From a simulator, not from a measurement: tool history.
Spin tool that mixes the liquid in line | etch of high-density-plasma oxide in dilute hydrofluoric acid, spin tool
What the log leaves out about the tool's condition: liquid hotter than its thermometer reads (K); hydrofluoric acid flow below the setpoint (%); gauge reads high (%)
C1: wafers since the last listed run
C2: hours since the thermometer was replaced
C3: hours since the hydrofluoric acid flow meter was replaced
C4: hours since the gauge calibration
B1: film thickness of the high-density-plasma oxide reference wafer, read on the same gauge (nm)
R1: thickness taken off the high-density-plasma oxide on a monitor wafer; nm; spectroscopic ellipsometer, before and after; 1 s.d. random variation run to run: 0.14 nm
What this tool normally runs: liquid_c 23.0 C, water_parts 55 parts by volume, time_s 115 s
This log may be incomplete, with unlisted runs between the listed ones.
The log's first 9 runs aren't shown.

Run 10, hour 295.0: usual settings; C1 315; C2 540.6; C3 1720.8; C4 154.8; B1 139.99. Result: R1 14.93 nm.
Run 11, hour 329.5: usual settings but water_parts 75 parts by volume; C1 437; C2 575.1; C3 1755.3; C4 189.3; B1 140.00. Result: R1 10.48 nm.
Run 12, hour 353.9: usual settings but water_parts 75 parts by volume; C1 309; C2 599.5; C3 1779.7; C4 213.7; B1 140.01. Result: R1 10.56 nm.
At hour 357.2: hydrofluoric acid flow meter replaced.
Run 13, hour 371.9: usual settings but water_parts 75 parts by volume; C1 215; C2 617.5; C3 14.7; C4 231.7; B1 140.03. Result: R1 12.22 nm.
Run 14, hour 390.4: usual settings; C1 234; C2 636.0; C3 33.2; C4 250.2; B1 139.99. Result: R1 16.80 nm.
Run 15, hour 421.7: usual settings but liquid_c 26.5 C, water_parts 35 parts by volume; C1 396; C2 667.3; C3 64.5; C4 281.5; B1 139.98. Result: R1 31.44 nm.
Run 16, hour 446.5: usual settings; C1 314; C2 692.1; C3 89.3; C4 306.3; B1 140.01. Result: R1 17.00 nm.
Run 17, hour 476.3: usual settings but liquid_c 28.0 C, water_parts 40 parts by volume, time_s 75 s; C1 377; C2 721.9; C3 119.1; C4 336.1; B1 140.00. Result: R1 19.12 nm.
Run 18, hour 501.0: usual settings but liquid_c 27.0 C, water_parts 45 parts by volume, time_s 55 s; C1 313; C2 746.6; C3 143.8; C4 360.8; B1 140.00. Result: R1 11.83 nm.
At hour 504.1: thermometer replaced.
Run 19, hour 522.6: usual settings; C1 261; C2 18.5; C3 165.4; C4 382.4; B1 140.05. Result: R1 16.28 nm.
Run 20, hour 539.8: usual settings but liquid_c 25.5 C, water_parts 85 parts by volume, time_s 65 s; C1 217; C2 35.7; C3 182.6; C4 399.6; B1 139.96. Result: R1 6.26 nm.
Run 21, hour 570.4: usual settings; C1 387; C2 66.3; C3 213.2; C4 430.2; B1 140.01. Result: R1 15.79 nm.
Run 22, hour 587.8: usual settings but liquid_c 27.5 C, water_parts 80 parts by volume, time_s 95 s; C1 220; C2 83.7; C3 230.6; C4 447.6; B1 139.99. Result: R1 10.45 nm.
At hour 593.9: gauge calibrated.
Run 23, hour 604.6: usual settings but liquid_c 26.0 C, water_parts 75 parts by volume, time_s 55 s; C1 212; C2 100.5; C3 247.4; C4 10.7; B1 139.99. Result: R1 6.16 nm.
Run 24, hour 619.5: usual settings; C1 188; C2 115.4; C3 262.3; C4 25.6; B1 139.99. Result: R1 15.89 nm.
Run 25, hour 649.0: usual settings; C1 373; C2 144.9; C3 291.8; C4 55.1; B1 140.00. Result: R1 15.95 nm.
Run 26, hour 689.3: usual settings but liquid_c 18.5 C, water_parts 30 parts by volume, time_s 65 s; C1 510; C2 185.2; C3 332.1; C4 95.4; B1 140.01. Result: R1 14.38 nm.
Run 27, hour 708.0: usual settings but water_parts 75 parts by volume, time_s 185 s; C1 236; C2 203.9; C3 350.8; C4 114.1; B1 140.01. Result: R1 18.64 nm.
Run 28, hour 724.9: usual settings; C1 214; C2 220.8; C3 367.7; C4 131.0; B1 139.99. Result: R1 16.02 nm.
Run 29, hour 785.4: usual settings but liquid_c 21.0 C, time_s 95 s; C1 766; C2 281.3; C3 428.2; C4 191.5; B1 139.98. Result: R1 12.12 nm.
Run 30, hour 814.3: usual settings but water_parts 65 parts by volume, time_s 75 s; C1 366; C2 310.2; C3 457.1; C4 220.4; B1 140.01. Result: R1 8.72 nm.
Run 31, hour 847.2: usual settings but liquid_c 18.5 C, water_parts 85 parts by volume; C1 416; C2 343.1; C3 490.0; C4 253.3; B1 140.04. Result: R1 8.20 nm.

3 options for the next run, each taken on its own from the tool as it stands now. Forecast them:
Run A, hour 847.6: usual settings; C1 5; C2 343.5; C3 490.4; C4 253.7; B1 ?. Result: R1 ?.
Run B, hour 847.6: usual settings but liquid_c 25.0 C; C1 5; C2 343.5; C3 490.4; C4 253.7; B1 ?. Result: R1 ?.
Run C, hour 847.6: usual settings but liquid_c 19.5 C; C1 5; C2 343.5; C3 490.4; C4 253.7; B1 ?. Result: R1 ?.

run      B1     R1
  A  139.98  15.98
  B  139.98  17.33
  C  139.98  13.81
Stripped of hidden state, with their random variation kept, the same runs would have yielded:
run     R1
  A  16.41
  B  17.81
  C  14.17
